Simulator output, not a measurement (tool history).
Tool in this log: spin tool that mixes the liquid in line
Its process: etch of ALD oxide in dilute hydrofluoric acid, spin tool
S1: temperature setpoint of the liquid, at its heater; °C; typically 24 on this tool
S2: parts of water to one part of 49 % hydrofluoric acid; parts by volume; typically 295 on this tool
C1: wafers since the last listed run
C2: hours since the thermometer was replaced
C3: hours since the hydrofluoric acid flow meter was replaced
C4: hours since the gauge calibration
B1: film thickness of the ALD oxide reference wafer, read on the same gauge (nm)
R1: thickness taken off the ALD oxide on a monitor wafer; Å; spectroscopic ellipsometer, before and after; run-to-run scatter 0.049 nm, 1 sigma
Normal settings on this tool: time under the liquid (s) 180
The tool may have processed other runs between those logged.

run 1 day=0 | S1=24 S2=295 time_under_the_liquid_(s)=180 | C1=0 C2=963.6 C3=428.5 C4=513.6 | B1=70 | R1=60.4
-- day=0.008 gauge calibrated
run 2 day=1.233 | S1=24 S2=295 time_under_the_liquid_(s)=180 | C1=188 C2=993.2 C3=458.1 C4=29.4 | B1=70.02 | R1=60.5
run 3 day=2.662 | S1=24 S2=295 time_under_the_liquid_(s)=180 | C1=218 C2=1027.5 C3=492.4 C4=63.7 | B1=70.01 | R1=60.4
run 4 day=4.012 | S1=24 S2=295 time_under_the_liquid_(s)=180 | C1=206 C2=1059.9 C3=524.8 C4=96.1 | B1=70 | R1=60.2
run 5 day=4.867 | S1=24 S2=295 time_under_the_liquid_(s)=180 | C1=130 C2=1080.4 C3=545.3 C4=116.6 | B1=70 | R1=61.5
run 6 day=6.038 | S1=24 S2=295 time_under_the_liquid_(s)=180 | C1=179 C2=1108.5 C3=573.4 C4=144.7 | B1=70.01 | R1=59.9
run 7 day=6.85 | S1=26 S2=295 time_under_the_liquid_(s)=180 | C1=124 C2=1128 C3=592.9 C4=164.2 | B1=70.01 | R1=64.3
run 8 day=7.458 | S1=26 S2=295 time_under_the_liquid_(s)=180 | C1=93 C2=1142.6 C3=607.5 C4=178.8 | B1=69.99 | R1=64.5
run 9 day=8.592 | S1=26 S2=295 time_under_the_liquid_(s)=180 | C1=173 C2=1169.8 C3=634.7 C4=206 | B1=69.98 | R1=66
run 10 day=9.2 | S1=21.5 S2=405 time_under_the_liquid_(s)=180 | C1=93 C2=1184.4 C3=649.3 C4=220.6 | B1=69.99 | R1=36.6
-- day=9.504 thermometer replaced
run 11 day=10.546 | S1=21.5 S2=405 time_under_the_liquid_(s)=180 | C1=199 C2=25 C3=681.6 C4=252.9 | B1=70.02 | R1=36.8
run 12 day=11.717 | S1=21.5 S2=405 time_under_the_liquid_(s)=180 | C1=179 C2=53.1 C3=709.7 C4=281 | B1=70 | R1=36.9
run 13 day=13.104 | S1=24 S2=295 time_under_the_liquid_(s)=180 | C1=212 C2=86.4 C3=743 C4=314.3 | B1=70.01 | R1=60.7
run 14 day=13.8 | S1=23 S2=295 time_under_the_liquid_(s)=180 | C1=106 C2=103.1 C3=759.7 C4=331 | B1=70 | R1=59.2
run 15 day=14.812 | S1=20 S2=295 time_under_the_liquid_(s)=180 | C1=155 C2=127.4 C3=784 C4=355.3 | B1=70 | R1=52.4
-- day=15.946 hydrofluoric acid flow meter replaced
run 16 day=15.967 | S1=22.5 S2=295 time_under_the_liquid_(s)=280 | C1=170 C2=155.1 C3=0.5 C4=383 | B1=69.98 | R1=88.8
run 17 day=17.129 | S1=21 S2=295 time_under_the_liquid_(s)=265 | C1=178 C2=183 C3=28.4 C4=410.9 | B1=70 | R1=80.3
run 18 day=18.5 | S1=19 S2=215 time_under_the_liquid_(s)=180 | C1=210 C2=215.9 C3=61.3 C4=443.8 | B1=70 | R1=76.3
run 19 day=19.671 | S1=24 S2=295 time_under_the_liquid_(s)=180 | C1=179 C2=244 C3=89.4 C4=471.9 | B1=70 | R1=61
run 20 day=20.771 | S1=29 S2=295 time_under_the_liquid_(s)=180 | C1=168 C2=270.4 C3=115.8 C4=498.3 | B1=69.99 | R1=71.9
run 21 day=22.162 | S1=26.5 S2=395 time_under_the_liquid_(s)=230 | C1=213 C2=303.8 C3=149.2 C4=531.7 | B1=69.98 | R1=57
-- day=22.721 gauge calibrated
run 22 day=22.95 | S1=25.5 S2=295 time_under_the_liquid_(s)=180 | C1=120 C2=322.7 C3=168.1 C4=5.5 | B1=70.01 | R1=63.9
run 23 day=24.325 | S1=20 S2=295 time_under_the_liquid_(s)=180 | C1=210 C2=355.7 C3=201.1 C4=38.5 | B1=70 | R1=53.1
run 24 day=25.558 | S1=24 S2=210 time_under_the_liquid_(s)=105 | C1=188 C2=385.3 C3=230.7 C4=68.1 | B1=70.01 | R1=55.1
run 25 day=26.242 | S1=24 S2=335 time_under_the_liquid_(s)=285 | C1=104 C2=401.7 C3=247.1 C4=84.5 | B1=70.01 | R1=81
run 26 day=26.85 | S1=28 S2=415 time_under_the_liquid_(s)=130 | C1=93 C2=416.3 C3=261.7 C4=99.1 | B1=69.97 | R1=31.8
run 27 day=27.971 | S1=24 S2=295 time_under_the_liquid_(s)=180 | C1=171 C2=443.2 C3=288.6 C4=126 | B1=70.01 | R1=60.8
run 28 day=28.692 | S1=24 S2=440 time_under_the_liquid_(s)=80 | C1=110 C2=460.5 C3=305.9 C4=143.3 | B1=70 | R1=15.8
run 29 day=29.95 | S1=22.5 S2=295 time_under_the_liquid_(s)=130 | C1=192 C2=490.7 C3=336.1 C4=173.5 | B1=70.01 | R1=41.6

Branching from run 29: 4 alternative next runs. What would each branch give?
run A day=29.971 | S1=24 S2=425 time_under_the_liquid_(s)=180 | C1=3 C2=491.2 C3=336.6 C4=174 | B1=? | R1=?
run B day=29.971 | S1=20.5 S2=295 time_under_the_liquid_(s)=180 | C1=3 C2=491.2 C3=336.6 C4=174 | B1=? | R1=?
run C day=29.971 | S1=24 S2=245 time_under_the_liquid_(s)=180 | C1=3 C2=491.2 C3=336.6 C4=174 | B1=? | R1=?
run D day=29.971 | S1=21 S2=165 time_under_the_liquid_(s)=215 | C1=3 C2=491.2 C3=336.6 C4=174 | B1=? | R1=?

run=A B1=70 R1=37.5
run=B B1=70 R1=53.8
run=C B1=70 R1=77.2
run=D B1=70 R1=132.9
Without the tool's unlogged condition, the same runs would have read:
run=A R1=37.5
run=B R1=53.8
run=C R1=77.2
run=D R1=132.9
